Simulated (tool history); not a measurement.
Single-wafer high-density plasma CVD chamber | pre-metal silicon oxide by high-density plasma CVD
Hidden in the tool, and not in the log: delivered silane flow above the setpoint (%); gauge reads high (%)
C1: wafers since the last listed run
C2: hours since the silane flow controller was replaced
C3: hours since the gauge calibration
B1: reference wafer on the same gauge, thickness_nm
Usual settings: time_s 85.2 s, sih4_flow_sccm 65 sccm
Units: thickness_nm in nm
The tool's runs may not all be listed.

Run 1, hour 0.0: usual settings; C1 0; C2 1363.9; C3 1029.7; B1 674.970. Result: thickness_nm 556.757 nm.
Run 2, hour 37.5: usual settings but sih4_flow_sccm 59 sccm; C1 538; C2 1401.4; C3 1067.2; B1 674.482. Result: thickness_nm 514.549 nm.
Run 3, hour 164.4: usual settings but sih4_flow_sccm 59 sccm; C1 1823; C2 1528.3; C3 1194.1; B1 674.845. Result: thickness_nm 513.670 nm.
Run 4, hour 216.8: usual settings but sih4_flow_sccm 59 sccm; C1 752; C2 1580.7; C3 1246.5; B1 674.580. Result: thickness_nm 511.985 nm.
Run 5, hour 281.4: usual settings but sih4_flow_sccm 62 sccm; C1 928; C2 1645.3; C3 1311.1; B1 675.287. Result: thickness_nm 532.365 nm.
Run 6, hour 317.7: usual settings but time_s 74.1 s; C1 521; C2 1681.6; C3 1347.4; B1 674.952. Result: thickness_nm 483.865 nm.
Run 7, hour 369.1: usual settings but time_s 74.1 s; C1 738; C2 1733.0; C3 1398.8; B1 675.361. Result: thickness_nm 483.042 nm.
Run 8, hour 430.0: usual settings; C1 874; C2 1793.9; C3 1459.7; B1 675.267. Result: thickness_nm 556.007 nm.
Run 9, hour 469.8: usual settings; C1 571; C2 1833.7; C3 1499.5; B1 674.939. Result: thickness_nm 556.551 nm.
Run 10, hour 498.2: usual settings but sih4_flow_sccm 69 sccm; C1 408; C2 1862.1; C3 1527.9; B1 674.779. Result: thickness_nm 582.710 nm.
Run 11, hour 533.6: usual settings; C1 508; C2 1897.5; C3 1563.3; B1 675.159. Result: thickness_nm 554.195 nm.
Run 12, hour 586.4: usual settings; C1 758; C2 1950.3; C3 1616.1; B1 675.109. Result: thickness_nm 555.070 nm.
Run 13, hour 613.1: usual settings; C1 383; C2 1977.0; C3 1642.8; B1 674.700. Result: thickness_nm 554.603 nm.
Run 14, hour 670.3: usual settings; C1 821; C2 2034.2; C3 1700.0; B1 674.896. Result: thickness_nm 553.547 nm.
At hour 701.8: silane flow controller replaced.
Run 15, hour 735.7: usual settings; C1 824; C2 33.9; C3 1765.4; B1 675.581. Result: thickness_nm 567.651 nm.
Run 16, hour 783.8: usual settings but time_s 90.0 s; C1 691; C2 82.0; C3 1813.5; B1 674.788. Result: thickness_nm 599.546 nm.
Run 17, hour 808.5: usual settings but time_s 97.2 s, sih4_flow_sccm 71 sccm; C1 354; C2 106.7; C3 1838.2; B1 674.659. Result: thickness_nm 697.192 nm.
Run 18, hour 879.3: usual settings but sih4_flow_sccm 60 sccm; C1 1017; C2 177.5; C3 1909.0; B1 675.110. Result: thickness_nm 529.035 nm.
Run 19, hour 923.4: usual settings but sih4_flow_sccm 60 sccm; C1 633; C2 221.6; C3 1953.1; B1 674.882. Result: thickness_nm 526.918 nm.
Run 20, hour 967.4: usual settings; C1 632; C2 265.6; C3 1997.1; B1 675.096. Result: thickness_nm 564.320 nm.
Run 21, hour 1037.1: usual settings but time_s 78.0 s; C1 1001; C2 335.3; C3 2066.8; B1 674.853. Result: thickness_nm 514.696 nm.
Run 22, hour 1073.6: usual settings but time_s 79.0 s, sih4_flow_sccm 52 sccm; C1 524; C2 371.8; C3 2103.3; B1 674.684. Result: thickness_nm 432.822 nm.
Run 23, hour 1126.7: usual settings but time_s 71.4 s, sih4_flow_sccm 75 sccm; C1 762; C2 424.9; C3 2156.4; B1 674.802. Result: thickness_nm 533.426 nm.
Run 24, hour 1159.0: usual settings; C1 464; C2 457.2; C3 2188.7; B1 675.296. Result: thickness_nm 562.531 nm.
Run 25, hour 1188.9: usual settings; C1 429; C2 487.1; C3 2218.6; B1 675.351. Result: thickness_nm 561.510 nm.
Run 26, hour 1275.0: usual settings but sih4_flow_sccm 55 sccm; C1 1236; C2 573.2; C3 2304.7; B1 675.267. Result: thickness_nm 487.719 nm.
At hour 1409.4: gauge calibrated.
Run 27, hour 1438.7: usual settings but sih4_flow_sccm 73 sccm; C1 2351; C2 736.9; C3 29.3; B1 675.006. Result: thickness_nm 618.023 nm.
Run 28, hour 1507.8: usual settings but sih4_flow_sccm 57 sccm; C1 992; C2 806.0; C3 98.4; B1 674.951. Result: thickness_nm 502.916 nm.
Run 29, hour 1562.8: usual settings but time_s 96.8 s, sih4_flow_sccm 61 sccm; C1 790; C2 861.0; C3 153.4; B1 674.527. Result: thickness_nm 601.960 nm.
Run 30, hour 1626.5: usual settings but time_s 77.4 s; C1 915; C2 924.7; C3 217.1; B1 675.345. Result: thickness_nm 508.153 nm.
Run 31, hour 1663.1: usual settings but time_s 75.9 s, sih4_flow_sccm 60 sccm; C1 525; C2 961.3; C3 253.7; B1 675.239. Result: thickness_nm 466.484 nm.
Run 32, hour 1701.7: usual settings but sih4_flow_sccm 61 sccm; C1 554; C2 999.9; C3 292.3; B1 674.510. Result: thickness_nm 528.477 nm.
Run 33, hour 1738.3: usual settings; C1 525; C2 1036.5; C3 328.9; B1 675.163. Result: thickness_nm 556.902 nm.
Run 34, hour 1791.1: usual settings but time_s 74.7 s, sih4_flow_sccm 77 sccm; C1 758; C2 1089.3; C3 381.7; B1 675.009. Result: thickness_nm 566.374 nm.
Run 35, hour 1838.4: usual settings but time_s 69.9 s, sih4_flow_sccm 75 sccm; C1 679; C2 1136.6; C3 429.0; B1 674.982. Result: thickness_nm 517.155 nm.
Run 36, hour 1888.9: usual settings but sih4_flow_sccm 76 sccm; C1 725; C2 1187.1; C3 479.5; B1 675.314. Result: thickness_nm 636.464 nm.
Run 37, hour 1946.8: usual settings but time_s 100.5 s, sih4_flow_sccm 52 sccm; C1 831; C2 1245.0; C3 537.4; B1 674.853. Result: thickness_nm 546.741 nm.
Run 38, hour 1973.0: usual settings but time_s 77.4 s; C1 376; C2 1271.2; C3 563.6; B1 675.115. Result: thickness_nm 506.381 nm.
Run 39, hour 2039.1: usual settings but time_s 93.5 s, sih4_flow_sccm 72 sccm; C1 949; C2 1337.3; C3 629.7; B1 674.756. Result: thickness_nm 667.006 nm.
Run 40, hour 2077.3: usual settings but time_s 70.8 s, sih4_flow_sccm 55 sccm; C1 548; C2 1375.5; C3 667.9; B1 674.758. Result: thickness_nm 402.144 nm.
Run 41, hour 2139.3: usual settings but time_s 74.0 s; C1 890; C2 1437.5; C3 729.9; B1 675.023. Result: thickness_nm 484.639 nm.
Run 42, hour 2183.2: usual settings but time_s 68.5 s; C1 630; C2 1481.4; C3 773.8; B1 674.985. Result: thickness_nm 448.287 nm.
Run 43, hour 2227.9: usual settings but time_s 70.0 s; C1 642; C2 1526.1; C3 818.5; B1 675.035. Result: thickness_nm 456.266 nm.
Run 44, hour 2294.1: usual settings; C1 951; C2 1592.3; C3 884.7; B1 674.828. Result: thickness_nm 556.921 nm.
Run 45, hour 2342.5: usual settings but time_s 80.3 s, sih4_flow_sccm 60 sccm; C1 695; C2 1640.7; C3 933.1; B1 674.494. Result: thickness_nm 491.840 nm.

Forecast each of these 5 alternatives for the next run:
Run A, hour 2342.9: usual settings; C1 5; C2 1641.1; C3 933.5; B1 ?. Result: thickness_nm ?.
Run B, hour 2342.9: usual settings but time_s 73.2 s, sih4_flow_sccm 58 sccm; C1 5; C2 1641.1; C3 933.5; B1 ?. Result: thickness_nm ?.
Run C, hour 2342.9: usual settings but time_s 74.5 s, sih4_flow_sccm 55 sccm; C1 5; C2 1641.1; C3 933.5; B1 ?. Result: thickness_nm ?.
Run D, hour 2342.9: usual settings but time_s 96.0 s; C1 5; C2 1641.1; C3 933.5; B1 ?. Result: thickness_nm ?.
Run E, hour 2342.9: usual settings but time_s 94.7 s, sih4_flow_sccm 78 sccm; C1 5; C2 1641.1; C3 933.5; B1 ?. Result: thickness_nm ?.

run       B1  thickness_nm
  A  674.924       557.087
  B  674.924       435.283
  C  674.924       424.108
  D  674.924       627.704
  E  674.924       723.337
Without the tool's hidden state the same runs would have given:
run  thickness_nm
  A       567.260
  B       443.231
  C       431.853
  D       639.167
  E       736.546
